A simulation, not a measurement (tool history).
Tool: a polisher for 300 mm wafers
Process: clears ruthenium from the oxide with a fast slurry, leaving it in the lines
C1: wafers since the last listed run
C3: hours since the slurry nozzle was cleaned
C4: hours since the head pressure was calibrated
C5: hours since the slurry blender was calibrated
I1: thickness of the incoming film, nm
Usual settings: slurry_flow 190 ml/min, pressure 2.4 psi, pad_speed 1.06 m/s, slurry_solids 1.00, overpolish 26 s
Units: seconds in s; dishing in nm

run 1 hour=0.0 | slurry_flow=190 pressure=2.4 pad_speed=1.06 slurry_solids=1.00 overpolish=26 | C1=0 wafers_polished_on_this_pad=373 C3=41.8 C4=178.1 C5=298.3 | I1=120.2 | seconds=30.8 dishing=58.0
-- hour=6.6 slurry blender recalibrated
run 2 hour=70.4 | slurry_flow=190 pressure=2.4 pad_speed=1.06 slurry_solids=1.00 overpolish=26 | C1=909 wafers_polished_on_this_pad=1282 C3=112.2 C4=248.5 C5=63.8 | I1=120.0 | seconds=31.7 dishing=54.6
run 3 hour=111.6 | slurry_flow=190 pressure=2.4 pad_speed=1.06 slurry_solids=1.00 overpolish=26 | C1=547 wafers_polished_on_this_pad=1830 C3=153.4 C4=289.7 C5=105.0 | I1=121.9 | seconds=32.5 dishing=55.0
run 4 hour=152.1 | slurry_flow=190 pressure=2.4 pad_speed=1.06 slurry_solids=1.00 overpolish=26 | C1=538 wafers_polished_on_this_pad=2368 C3=193.9 C4=330.2 C5=145.5 | I1=119.8 | seconds=32.5 dishing=54.0
run 5 hour=198.8 | slurry_flow=190 pressure=2.4 pad_speed=0.86 slurry_solids=1.00 overpolish=26 | C1=620 wafers_polished_on_this_pad=2989 C3=240.6 C4=376.9 C5=192.2 | I1=120.8 | seconds=37.3 dishing=48.0
run 6 hour=245.2 | slurry_flow=190 pressure=2.4 pad_speed=0.86 slurry_solids=1.00 overpolish=26 | C1=616 wafers_polished_on_this_pad=3606 C3=287.0 C4=423.3 C5=238.6 | I1=119.5 | seconds=37.2 dishing=48.7
-- hour=288.4 worn pad replaced by a new one
run 7 hour=288.9 | slurry_flow=190 pressure=2.4 pad_speed=0.86 slurry_solids=1.00 overpolish=26 | C1=527 wafers_polished_on_this_pad=6 C3=330.7 C4=467.0 C5=282.3 | I1=118.7 | seconds=32.2 dishing=53.4
-- hour=314.8 slurry blender recalibrated
run 8 hour=317.1 | slurry_flow=190 pressure=2.4 pad_speed=1.06 slurry_solids=1.05 overpolish=26 | C1=348 wafers_polished_on_this_pad=355 C3=358.9 C4=495.2 C5=2.3 | I1=121.0 | seconds=29.1 dishing=58.7
run 9 hour=351.3 | slurry_flow=190 pressure=2.4 pad_speed=1.06 slurry_solids=1.05 overpolish=26 | C1=454 wafers_polished_on_this_pad=809 C3=393.1 C4=529.4 C5=36.5 | I1=120.4 | seconds=30.4 dishing=58.4
run 10 hour=409.1 | slurry_flow=190 pressure=2.4 pad_speed=1.06 slurry_solids=1.05 overpolish=26 | C1=768 wafers_polished_on_this_pad=1577 C3=450.9 C4=587.2 C5=94.3 | I1=120.2 | seconds=31.9 dishing=57.7
run 11 hour=446.5 | slurry_flow=190 pressure=2.4 pad_speed=1.06 slurry_solids=1.20 overpolish=30 | C1=497 wafers_polished_on_this_pad=2074 C3=488.3 C4=624.6 C5=131.7 | I1=121.0 | seconds=30.8 dishing=64.3
-- hour=457.1 slurry nozzle cleaned
run 12 hour=502.3 | slurry_flow=190 pressure=2.4 pad_speed=1.06 slurry_solids=1.00 overpolish=26 | C1=728 wafers_polished_on_this_pad=2803 C3=45.2 C4=680.4 C5=187.5 | I1=120.4 | seconds=32.8 dishing=52.3
run 13 hour=529.1 | slurry_flow=190 pressure=2.4 pad_speed=1.06 slurry_solids=1.00 overpolish=26 | C1=356 wafers_polished_on_this_pad=3159 C3=72.0 C4=707.2 C5=214.3 | I1=120.4 | seconds=32.6 dishing=54.4
-- hour=590.1 slurry blender recalibrated
-- hour=629.2 worn pad replaced by a new one
run 14 hour=677.6 | slurry_flow=125 pressure=2.8 pad_speed=1.06 slurry_solids=1.00 overpolish=26 | C1=1894 wafers_polished_on_this_pad=643 C3=220.5 C4=855.7 C5=87.5 | I1=120.6 | seconds=28.9 dishing=59.5
run 15 hour=702.6 | slurry_flow=190 pressure=2.4 pad_speed=1.06 slurry_solids=1.00 overpolish=31 | C1=332 wafers_polished_on_this_pad=975 C3=245.5 C4=880.7 C5=112.5 | I1=120.0 | seconds=31.8 dishing=65.1
run 16 hour=729.0 | slurry_flow=190 pressure=1.9 pad_speed=0.74 slurry_solids=1.00 overpolish=26 | C1=350 wafers_polished_on_this_pad=1326 C3=271.9 C4=907.1 C5=138.9 | I1=118.7 | seconds=49.6 dishing=40.6
run 17 hour=759.3 | slurry_flow=190 pressure=2.1 pad_speed=1.06 slurry_solids=1.00 overpolish=11 | C1=402 wafers_polished_on_this_pad=1729 C3=302.2 C4=937.4 C5=169.2 | I1=120.2 | seconds=36.8 dishing=25.0
run 18 hour=789.0 | slurry_flow=125 pressure=2.8 pad_speed=1.06 slurry_solids=1.00 overpolish=26 | C1=394 wafers_polished_on_this_pad=2124 C3=331.9 C4=967.1 C5=198.9 | I1=117.6 | seconds=30.0 dishing=57.9
-- hour=861.8 slurry blender recalibrated
run 19 hour=862.3 | slurry_flow=190 pressure=3.1 pad_speed=1.32 slurry_solids=1.15 overpolish=41 | C1=947 wafers_polished_on_this_pad=3071 C3=405.2 C4=1040.4 C5=0.5 | I1=119.3 | seconds=20.6 dishing=91.4
run 20 hour=891.5 | slurry_flow=190 pressure=2.0 pad_speed=1.06 slurry_solids=1.00 overpolish=26 | C1=388 wafers_polished_on_this_pad=3459 C3=434.4 C4=1069.6 C5=29.7 | I1=120.5 | seconds=40.3 dishing=46.8
-- hour=927.4 slurry nozzle cleaned
-- hour=975.3 head pressure recalibrated
-- hour=987.6 worn pad replaced by a new one
run 21 hour=1023.0 | slurry_flow=135 pressure=1.7 pad_speed=1.06 slurry_solids=1.00 overpolish=34 | C1=1654 wafers_polished_on_this_pad=470 C3=95.6 C4=47.7 C5=161.2 | I1=119.7 | seconds=46.5 dishing=51.5
run 22 hour=1092.2 | slurry_flow=190 pressure=2.4 pad_speed=1.06 slurry_solids=1.00 overpolish=26 | C1=919 wafers_polished_on_this_pad=1390 C3=164.8 C4=116.9 C5=230.4 | I1=118.3 | seconds=32.5 dishing=56.2
run 23 hour=1130.0 | slurry_flow=240 pressure=2.4 pad_speed=1.06 slurry_solids=1.00 overpolish=26 | C1=502 wafers_polished_on_this_pad=1892 C3=202.6 C4=154.7 C5=268.2 | I1=120.3 | seconds=32.0 dishing=55.0
-- hour=1164.5 slurry blender recalibrated
run 24 hour=1218.9 | slurry_flow=190 pressure=2.4 pad_speed=1.06 slurry_solids=1.00 overpolish=41 | C1=1155 wafers_polished_on_this_pad=3047 C3=291.5 C4=243.6 C5=54.4 | I1=122.2 | seconds=34.9 dishing=70.6
run 25 hour=1274.2 | slurry_flow=190 pressure=2.4 pad_speed=1.06 slurry_solids=1.00 overpolish=26 | C1=735 wafers_polished_on_this_pad=3782 C3=346.8 C4=298.9 C5=109.7 | I1=118.9 | seconds=34.2 dishing=51.8
-- hour=1296.5 worn pad replaced by a new one
run 26 hour=1315.0 | slurry_flow=225 pressure=2.1 pad_speed=1.06 slurry_solids=0.75 overpolish=26 | C1=489 wafers_polished_on_this_pad=246 C3=387.6 C4=339.7 C5=150.5 | I1=120.4 | seconds=40.6 dishing=47.0
run 27 hour=1369.1 | slurry_flow=190 pressure=3.1 pad_speed=1.32 slurry_solids=1.15 overpolish=41 | C1=719 wafers_polished_on_this_pad=965 C3=441.7 C4=393.8 C5=204.6 | I1=118.9 | seconds=19.6 dishing=95.9

5 ways to go on from here, each from the tool as it stands after run 27. What would each give?
run A hour=1369.5 | slurry_flow=170 pressure=2.4 pad_speed=1.06 slurry_solids=1.00 overpolish=26 | C1=5 wafers_polished_on_this_pad=970 C3=442.1 C4=394.2 C5=205.0 | I1=119.1 | seconds=? dishing=?
run B hour=1369.5 | slurry_flow=250 pressure=2.1 pad_speed=1.20 slurry_solids=1.00 overpolish=12 | C1=5 wafers_polished_on_this_pad=970 C3=442.1 C4=394.2 C5=205.0 | I1=119.1 | seconds=? dishing=?
run C hour=1369.5 | slurry_flow=190 pressure=1.9 pad_speed=1.34 slurry_solids=1.30 overpolish=26 | C1=5 wafers_polished_on_this_pad=970 C3=442.1 C4=394.2 C5=205.0 | I1=119.1 | seconds=? dishing=?
run D hour=1369.5 | slurry_flow=190 pressure=2.4 pad_speed=0.90 slurry_solids=0.90 overpolish=26 | C1=5 wafers_polished_on_this_pad=970 C3=442.1 C4=394.2 C5=205.0 | I1=119.1 | seconds=? dishing=?
run E hour=1369.5 | slurry_flow=150 pressure=1.8 pad_speed=0.74 slurry_solids=1.00 overpolish=26 | C1=5 wafers_polished_on_this_pad=970 C3=442.1 C4=394.2 C5=205.0 | I1=119.1 | seconds=? dishing=?

run=A seconds=31.9 dishing=53.4
run=B seconds=31.8 dishing=29.1
run=C seconds=29.6 dishing=56.2
run=D seconds=37.0 dishing=48.1
run=E seconds=54.0 dishing=35.8
Without the tool's hidden state the same runs would have given:
run=A seconds=29.8 dishing=56.0
run=B seconds=29.8 dishing=30.9
run=C seconds=27.7 dishing=58.8
run=D seconds=34.5 dishing=50.5
run=E seconds=50.5 dishing=37.8
